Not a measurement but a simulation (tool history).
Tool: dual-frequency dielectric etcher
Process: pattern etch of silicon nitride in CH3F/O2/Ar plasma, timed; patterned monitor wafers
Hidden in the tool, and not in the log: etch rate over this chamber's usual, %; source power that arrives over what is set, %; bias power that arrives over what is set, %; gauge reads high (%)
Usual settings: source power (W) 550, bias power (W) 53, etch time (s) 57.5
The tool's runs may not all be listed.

run     day  source power (W)  bias power (W)  etch time (s)  wafers since the last listed run  hours since the last wet clean  hours since the last source power generator calibration  hours since the last bias power generator calibration  hours since the last upper electrode change  hours since the gauge calibration  read-back reference wafer on the same gauge, depth_nm  mean etch depth across the wafer (Å)
  1   0.000               550              53           57.5                                 0                           258.4                                                   2723.9                                                 2872.4                                         40.5                              607.7                                                  36.88                                 463.3
  2   1.029               550              60           57.5                               409                           283.1                                                   2748.6                                                 2897.1                                         65.2                              632.4                                                  36.91                                 474.7
  3   2.508               550              53           44.5                               588                           318.6                                                   2784.1                                                 2932.6                                        100.7                              667.9                                                  36.95                                 364.7
      3.404  -- source power generator calibrated
      3.579  -- bias power generator calibrated
  4   3.600               550              53           44.5                               301                           344.8                                                      4.7                                                    0.5                                        126.9                              694.1                                                  36.90                                 360.0
  5   4.283               600              60           57.5                               272                           361.2                                                     21.1                                                   16.9                                        143.3                              710.5                                                  36.90                                 496.5
  6   4.800               600              60           57.5                               205                           373.6                                                     33.5                                                   29.3                                        155.7                              722.9                                                  36.91                                 494.5
  7   5.358               600              60           57.5                               222                           387.0                                                     46.9                                                   42.7                                        169.1                              736.3                                                  36.86                                 491.5
  8   6.246               550              53           68.5                               353                           408.3                                                     68.2                                                   64.0                                        190.4                              757.6                                                  36.95                                 557.2
  9   7.325               550              53           57.5                               429                           434.2                                                     94.1                                                   89.9                                        216.3                              783.5                                                  36.87                                 475.1
      7.817  -- gauge calibrated
 10   8.238               550              53           57.5                               363                           456.1                                                    116.0                                                  111.8                                        238.2                               10.1                                                  36.87                                 469.2
 11   8.992               550              53           57.5                               300                           474.2                                                    134.1                                                  129.9                                        256.3                               28.2                                                  36.85                                 474.2
 12   9.588               670              47           43.0                               237                           488.5                                                    148.4                                                  144.2                                        270.6                               42.5                                                  36.90                                 376.2
 13  11.033               550              44           43.5                               575                           523.2                                                    183.1                                                  178.9                                        305.3                               77.2                                                  36.89                                 349.0
 14  11.562               600              60           57.5                               210                           535.9                                                    195.8                                                  191.6                                        318.0                               89.9                                                  36.87                                 505.0
 15  12.204               550              53           48.5                               255                           551.3                                                    211.2                                                  207.0                                        333.4                              105.3                                                  36.87                                 404.5
 16  12.888               450              53           69.0                               272                           567.7                                                    227.6                                                  223.4                                        349.8                              121.7                                                  36.84                                 530.7
 17  14.062               550              64           57.5                               467                           595.9                                                    255.8                                                  251.6                                        378.0                              149.9                                                  36.88                                 497.8
 18  14.842               550              53           41.0                               310                           614.6                                                    274.5                                                  270.3                                        396.7                              168.6                                                  36.94                                 342.9
 19  15.762               430              63           41.5                               366                           636.7                                                    296.6                                                  292.4                                        418.8                              190.7                                                  36.90                                 319.2
     16.900  -- wet clean of the chamber
 20  16.921               550              53           57.5                                63                             0.5                                                    324.4                                                  320.2                                        446.6                              218.5                                                  36.91                                 449.8
 21  17.850               450              64           74.0                               369                            22.8                                                    346.7                                                  342.5                                        468.9                              240.8                                                  36.91                                 556.6
 22  18.779               500              53           40.5                               369                            45.1                                                    369.0                                                  364.8                                        491.2                              263.1                                                  36.84                                 303.7
 23  19.671               550              53           69.5                               355                            66.5                                                    390.4                                                  386.2                                        512.6                              284.5                                                  36.88                                 543.6
 24  20.825               460              64           57.5                               459                            94.2                                                    418.1                                                  413.9                                        540.3                              312.2                                                  36.93                                 442.7
 25  21.325               640              53           57.5                               199                           106.2                                                    430.1                                                  425.9                                        552.3                              324.2                                                  36.91                                 484.9
 26  22.475               550              53           45.5                               457                           133.8                                                    457.7                                                  453.5                                        579.9                              351.8                                                  36.93                                 363.4
 27  23.546               550              53           57.5                               426                           159.5                                                    483.4                                                  479.2                                        605.6                              377.5                                                  36.92                                 456.8
 28  24.879               640              58           69.5                               530                           191.5                                                    515.4                                                  511.2                                        637.6                              409.5                                                  36.92                                 601.6
 29  26.350               550              59           70.0                               585                           226.8                                                    550.7                                                  546.5                                        672.9                              444.8                                                  36.91                                 569.6

Hidden state or all else? Some run-to-run changes of mean etch depth across the wafer (Å), split into what the settings, what came in and random variation would give without the hidden state, and what is left for the hidden state (with any gauge scatter that isn't in both results):
Run 13 -> 14: source power (W) 550 -> 600, bias power (W) 44 -> 60, etch time (s) 43.5 -> 57.5. mean etch depth across the wafer (Å) +156.0: hidden state +8.3, all else +147.7.
Run 19 -> 20: source power (W) 430 -> 550, bias power (W) 63 -> 53, etch time (s) 41.5 -> 57.5, wet clean of the chamber. mean etch depth across the wafer (Å) +130.6: hidden state -17.8, all else +148.4.
Run 21 -> 22: source power (W) 450 -> 500, bias power (W) 64 -> 53, etch time (s) 74.0 -> 40.5. mean etch depth across the wafer (Å) -252.9: hidden state -0.3, all else -252.6.
Run 22 -> 23: source power (W) 500 -> 550, etch time (s) 40.5 -> 69.5. mean etch depth across the wafer (Å) +239.9: hidden state +2.3, all else +237.6.
